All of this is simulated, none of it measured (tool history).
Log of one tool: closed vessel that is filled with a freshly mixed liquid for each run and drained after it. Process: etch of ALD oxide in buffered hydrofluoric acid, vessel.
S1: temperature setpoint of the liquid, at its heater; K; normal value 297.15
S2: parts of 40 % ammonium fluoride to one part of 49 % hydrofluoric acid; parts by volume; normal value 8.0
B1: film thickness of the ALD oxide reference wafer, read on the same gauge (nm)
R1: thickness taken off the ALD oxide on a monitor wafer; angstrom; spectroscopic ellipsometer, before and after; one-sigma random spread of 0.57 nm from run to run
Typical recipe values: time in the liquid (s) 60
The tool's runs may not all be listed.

run 1 hour=0.0 | S1=297.15 S2=9.0 time_in_the_liquid_(s)=60 | B1=150.02 | R1=1178.0
run 2 hour=76.0 | S1=297.15 S2=9.0 time_in_the_liquid_(s)=60 | B1=149.99 | R1=1185.5
run 3 hour=176.8 | S1=297.15 S2=9.0 time_in_the_liquid_(s)=60 | B1=149.97 | R1=1195.4
run 4 hour=226.2 | S1=297.15 S2=8.0 time_in_the_liquid_(s)=60 | B1=149.99 | R1=1359.2
run 5 hour=316.1 | S1=299.65 S2=8.0 time_in_the_liquid_(s)=60 | B1=149.99 | R1=1548.1
run 6 hour=423.1 | S1=297.15 S2=8.0 time_in_the_liquid_(s)=60 | B1=149.98 | R1=1343.7
run 7 hour=464.4 | S1=297.15 S2=8.0 time_in_the_liquid_(s)=60 | B1=149.98 | R1=1360.0
run 8 hour=549.6 | S1=297.15 S2=8.0 time_in_the_liquid_(s)=35 | B1=150.00 | R1=796.6
run 9 hour=586.0 | S1=297.15 S2=8.0 time_in_the_liquid_(s)=35 | B1=150.03 | R1=791.1
run 10 hour=631.0 | S1=297.15 S2=7.5 time_in_the_liquid_(s)=60 | B1=149.96 | R1=1472.3
run 11 hour=699.1 | S1=297.15 S2=7.5 time_in_the_liquid_(s)=60 | B1=149.96 | R1=1465.3
run 12 hour=738.7 | S1=297.15 S2=8.0 time_in_the_liquid_(s)=60 | B1=149.99 | R1=1367.8
run 13 hour=836.1 | S1=302.15 S2=9.5 time_in_the_liquid_(s)=30 | B1=150.01 | R1=759.8
run 14 hour=931.2 | S1=295.15 S2=6.5 time_in_the_liquid_(s)=75 | B1=150.01 | R1=1884.1
run 15 hour=1039.0 | S1=297.15 S2=8.0 time_in_the_liquid_(s)=80 | B1=150.00 | R1=1829.7
-- hour=1043.0 gauge calibrated
-- hour=1096.9 thermometer replaced
run 16 hour=1110.1 | S1=299.65 S2=6.0 time_in_the_liquid_(s)=60 | B1=150.00 | R1=1949.6
run 17 hour=1197.6 | S1=297.15 S2=7.5 time_in_the_liquid_(s)=60 | B1=150.01 | R1=1392.7
-- hour=1209.9 hydrofluoric acid flow meter replaced
run 18 hour=1267.7 | S1=297.15 S2=8.0 time_in_the_liquid_(s)=45 | B1=149.98 | R1=980.2
run 19 hour=1326.6 | S1=299.65 S2=6.5 time_in_the_liquid_(s)=30 | B1=150.04 | R1=920.7
run 20 hour=1422.4 | S1=293.15 S2=10.0 time_in_the_liquid_(s)=30 | B1=150.01 | R1=434.3
run 21 hour=1505.5 | S1=294.15 S2=8.0 time_in_the_liquid_(s)=60 | B1=150.01 | R1=1119.7
run 22 hour=1592.0 | S1=297.15 S2=7.0 time_in_the_liquid_(s)=50 | B1=150.01 | R1=1258.4

Some steps in R1 between neighbouring runs. How much of each would the tool show without its hidden state too (settings, what came in, random variation), and how much is left for the hidden state, with any gauge scatter that isn't in both results?
The hidden state here: liquid hotter than its thermometer reads (K); hydrofluoric acid flow above the setpoint (%); gauge reads high (%).
Run 13 -> 14: S1 302.15 -> 295.15, S2 9.5 -> 6.5, time in the liquid (s) 30 -> 75. R1 +1124.3 angstrom: hidden state +65.3, all else +1059.0.
Run 15 -> 16: S1 297.15 -> 299.65, S2 8.0 -> 6.0, time in the liquid (s) 80 -> 60, gauge calibrated, thermometer replaced. R1 +119.9 angstrom: hidden state -95.9, all else +215.8.
Run 20 -> 21: S1 293.15 -> 294.15, S2 10.0 -> 8.0, time in the liquid (s) 30 -> 60. R1 +685.4 angstrom: hidden state +9.0, all else +676.4.

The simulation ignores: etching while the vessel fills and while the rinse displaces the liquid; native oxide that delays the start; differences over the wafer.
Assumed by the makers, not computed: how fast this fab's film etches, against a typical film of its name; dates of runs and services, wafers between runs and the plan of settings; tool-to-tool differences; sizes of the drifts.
